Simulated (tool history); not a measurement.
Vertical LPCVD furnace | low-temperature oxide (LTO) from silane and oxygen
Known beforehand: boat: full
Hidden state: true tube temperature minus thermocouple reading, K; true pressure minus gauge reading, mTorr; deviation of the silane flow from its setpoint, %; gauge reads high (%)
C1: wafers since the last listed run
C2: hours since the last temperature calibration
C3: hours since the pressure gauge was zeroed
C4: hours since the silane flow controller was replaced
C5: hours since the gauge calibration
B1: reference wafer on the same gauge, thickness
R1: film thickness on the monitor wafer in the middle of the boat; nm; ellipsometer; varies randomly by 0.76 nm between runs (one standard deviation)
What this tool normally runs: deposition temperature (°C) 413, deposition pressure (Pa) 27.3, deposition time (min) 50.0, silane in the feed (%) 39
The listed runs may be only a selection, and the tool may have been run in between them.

{"run": 1, "day": 0.0, "deposition temperature (°C)": 413, "deposition pressure (Pa)": 27.3, "deposition time (min)": 50.0, "silane in the feed (%)": 41, "C1": 0, "C2": 5128.9, "C3": 3701.5, "C4": 2830.7, "C5": 195.6, "B1": 441.37, "R1": 534.14}
{"run": 2, "day": 0.662, "deposition temperature (°C)": 413, "deposition pressure (Pa)": 27.3, "deposition time (min)": 50.0, "silane in the feed (%)": 39, "C1": 353, "C2": 5144.8, "C3": 3717.4, "C4": 2846.6, "C5": 211.5, "B1": 441.29, "R1": 502.94}
{"run": 3, "day": 1.158, "deposition temperature (°C)": 413, "deposition pressure (Pa)": 27.3, "deposition time (min)": 50.0, "silane in the feed (%)": 39, "C1": 264, "C2": 5156.7, "C3": 3729.3, "C4": 2858.5, "C5": 223.4, "B1": 441.07, "R1": 502.09}
{"run": 4, "day": 1.725, "deposition temperature (°C)": 413, "deposition pressure (Pa)": 27.3, "deposition time (min)": 50.0, "silane in the feed (%)": 39, "C1": 302, "C2": 5170.3, "C3": 3742.9, "C4": 2872.1, "C5": 237.0, "B1": 440.39, "R1": 502.3}
{"run": 5, "day": 2.092, "deposition temperature (°C)": 413, "deposition pressure (Pa)": 27.3, "deposition time (min)": 50.0, "silane in the feed (%)": 39, "C1": 195, "C2": 5179.1, "C3": 3751.7, "C4": 2880.9, "C5": 245.8, "B1": 440.23, "R1": 501.68}
{"run": 6, "day": 2.629, "deposition temperature (°C)": 410, "deposition pressure (Pa)": 27.3, "deposition time (min)": 50.0, "silane in the feed (%)": 39, "C1": 286, "C2": 5192.0, "C3": 3764.6, "C4": 2893.8, "C5": 258.7, "B1": 439.88, "R1": 486.49}
{"run": 7, "day": 3.362, "deposition temperature (°C)": 410, "deposition pressure (Pa)": 27.3, "deposition time (min)": 50.0, "silane in the feed (%)": 39, "C1": 391, "C2": 5209.6, "C3": 3782.2, "C4": 2911.4, "C5": 276.3, "B1": 439.81, "R1": 486.16}
{"run": 8, "day": 3.929, "deposition temperature (°C)": 410, "deposition pressure (Pa)": 27.3, "deposition time (min)": 50.0, "silane in the feed (%)": 39, "C1": 302, "C2": 5223.2, "C3": 3795.8, "C4": 2925.0, "C5": 289.9, "B1": 439.73, "R1": 486.06}
{"run": 9, "day": 4.625, "deposition temperature (°C)": 413, "deposition pressure (Pa)": 27.3, "deposition time (min)": 50.0, "silane in the feed (%)": 39, "C1": 371, "C2": 5239.9, "C3": 3812.5, "C4": 2941.7, "C5": 306.6, "B1": 439.38, "R1": 501.99}
{"run": 10, "day": 4.9, "deposition temperature (°C)": 413, "deposition pressure (Pa)": 27.3, "deposition time (min)": 50.0, "silane in the feed (%)": 39, "C1": 146, "C2": 5246.5, "C3": 3819.1, "C4": 2948.3, "C5": 313.2, "B1": 439.34, "R1": 502.21}
{"day": 5.992, "done": "silane flow controller replaced"}
{"day": 6.158, "done": "gauge calibrated"}
{"day": 6.8, "done": "thermocouples replaced and temperature profile calibrated"}
{"run": 11, "day": 6.821, "deposition temperature (°C)": 413, "deposition pressure (Pa)": 27.3, "deposition time (min)": 50.0, "silane in the feed (%)": 39, "C1": 61, "C2": 0.5, "C3": 3865.2, "C4": 19.9, "C5": 15.9, "B1": 443.46, "R1": 504.75}
{"run": 12, "day": 6.971, "deposition temperature (°C)": 418, "deposition pressure (Pa)": 27.3, "deposition time (min)": 50.0, "silane in the feed (%)": 39, "C1": 79, "C2": 4.1, "C3": 3868.8, "C4": 23.5, "C5": 19.5, "B1": 443.09, "R1": 533.52}
{"run": 13, "day": 7.121, "deposition temperature (°C)": 418, "deposition pressure (Pa)": 27.3, "deposition time (min)": 50.0, "silane in the feed (%)": 39, "C1": 79, "C2": 7.7, "C3": 3872.4, "C4": 27.1, "C5": 23.1, "B1": 443.63, "R1": 532.72}
{"run": 14, "day": 7.538, "deposition temperature (°C)": 418, "deposition pressure (Pa)": 27.3, "deposition time (min)": 50.0, "silane in the feed (%)": 39, "C1": 222, "C2": 17.7, "C3": 3882.4, "C4": 37.1, "C5": 33.1, "B1": 443.15, "R1": 533.18}
{"run": 15, "day": 8.15, "deposition temperature (°C)": 413, "deposition pressure (Pa)": 27.3, "deposition time (min)": 50.0, "silane in the feed (%)": 39, "C1": 326, "C2": 32.4, "C3": 3897.1, "C4": 51.8, "C5": 47.8, "B1": 442.93, "R1": 504.17}
{"run": 16, "day": 8.475, "deposition temperature (°C)": 420, "deposition pressure (Pa)": 27.3, "deposition time (min)": 39.0, "silane in the feed (%)": 33, "C1": 173, "C2": 40.2, "C3": 3904.9, "C4": 59.6, "C5": 55.6, "B1": 442.44, "R1": 343.96}
{"run": 17, "day": 8.812, "deposition temperature (°C)": 402, "deposition pressure (Pa)": 27.3, "deposition time (min)": 50.0, "silane in the feed (%)": 39, "C1": 179, "C2": 48.3, "C3": 3913.0, "C4": 67.7, "C5": 63.7, "B1": 442.73, "R1": 447.24}
{"day": 10.162, "done": "pressure gauge zeroed"}
{"run": 18, "day": 10.183, "deposition temperature (°C)": 402, "deposition pressure (Pa)": 20.7, "deposition time (min)": 61.0, "silane in the feed (%)": 39, "C1": 197, "C2": 81.2, "C3": 0.5, "C4": 100.6, "C5": 96.6, "B1": 441.85, "R1": 412.03}
{"run": 19, "day": 10.338, "deposition temperature (°C)": 406, "deposition pressure (Pa)": 29.3, "deposition time (min)": 50.0, "silane in the feed (%)": 32, "C1": 82, "C2": 84.9, "C3": 4.2, "C4": 104.3, "C5": 100.3, "B1": 442.09, "R1": 386.94}
{"run": 20, "day": 10.488, "deposition temperature (°C)": 413, "deposition pressure (Pa)": 27.3, "deposition time (min)": 50.0, "silane in the feed (%)": 39, "C1": 79, "C2": 88.5, "C3": 7.8, "C4": 107.9, "C5": 103.9, "B1": 442.25, "R1": 503.5}
{"run": 21, "day": 10.638, "deposition temperature (°C)": 413, "deposition pressure (Pa)": 27.3, "deposition time (min)": 69.5, "silane in the feed (%)": 39, "C1": 79, "C2": 92.1, "C3": 11.4, "C4": 111.5, "C5": 107.5, "B1": 441.63, "R1": 699.1}
{"run": 22, "day": 11.229, "deposition temperature (°C)": 413, "deposition pressure (Pa)": 27.3, "deposition time (min)": 50.0, "silane in the feed (%)": 39, "C1": 315, "C2": 106.3, "C3": 25.6, "C4": 125.7, "C5": 121.7, "B1": 441.54, "R1": 503.46}
{"run": 23, "day": 12.367, "deposition temperature (°C)": 413, "deposition pressure (Pa)": 27.3, "deposition time (min)": 50.0, "silane in the feed (%)": 39, "C1": 606, "C2": 133.6, "C3": 52.9, "C4": 153.0, "C5": 149.0, "B1": 441.22, "R1": 501.96}
{"run": 24, "day": 12.817, "deposition temperature (°C)": 418, "deposition pressure (Pa)": 27.3, "deposition time (min)": 50.0, "silane in the feed (%)": 39, "C1": 239, "C2": 144.4, "C3": 63.7, "C4": 163.8, "C5": 159.8, "B1": 440.88, "R1": 529.5}
{"run": 25, "day": 13.408, "deposition temperature (°C)": 413, "deposition pressure (Pa)": 27.3, "deposition time (min)": 50.0, "silane in the feed (%)": 39, "C1": 315, "C2": 158.6, "C3": 77.9, "C4": 178.0, "C5": 174.0, "B1": 440.57, "R1": 502.41}
{"run": 26, "day": 13.692, "deposition temperature (°C)": 413, "deposition pressure (Pa)": 27.3, "deposition time (min)": 50.0, "silane in the feed (%)": 36, "C1": 151, "C2": 165.4, "C3": 84.7, "C4": 184.8, "C5": 180.8, "B1": 440.76, "R1": 455.59}
{"run": 27, "day": 14.125, "deposition temperature (°C)": 409, "deposition pressure (Pa)": 27.3, "deposition time (min)": 50.0, "silane in the feed (%)": 39, "C1": 231, "C2": 175.8, "C3": 95.1, "C4": 195.2, "C5": 191.2, "B1": 440.56, "R1": 481.94}
{"run": 28, "day": 14.45, "deposition temperature (°C)": 413, "deposition pressure (Pa)": 27.3, "deposition time (min)": 55.0, "silane in the feed (%)": 39, "C1": 173, "C2": 183.6, "C3": 102.9, "C4": 203.0, "C5": 199.0, "B1": 440.1, "R1": 550.52}

A few steps of R1 between consecutive runs. Split each: what settings, incoming material and random variation would produce without the hidden state, and what is left over for the hidden state, along with gauge scatter present in only one of the two compared results (measured, and without hidden state):
Run 10 -> 11: silane flow controller replaced, gauge calibrated, thermocouples replaced and temperature profile calibrated. R1 +2.54 nm: hidden state +4.65, all else -2.11.
Run 20 -> 21: deposition time (min) 50.0 -> 69.5. R1 +195.60 nm: hidden state -1.03, all else +196.63.
Run 21 -> 22: deposition time (min) 69.5 -> 50.0. R1 -195.64 nm: hidden state +0.69, all else -196.33.
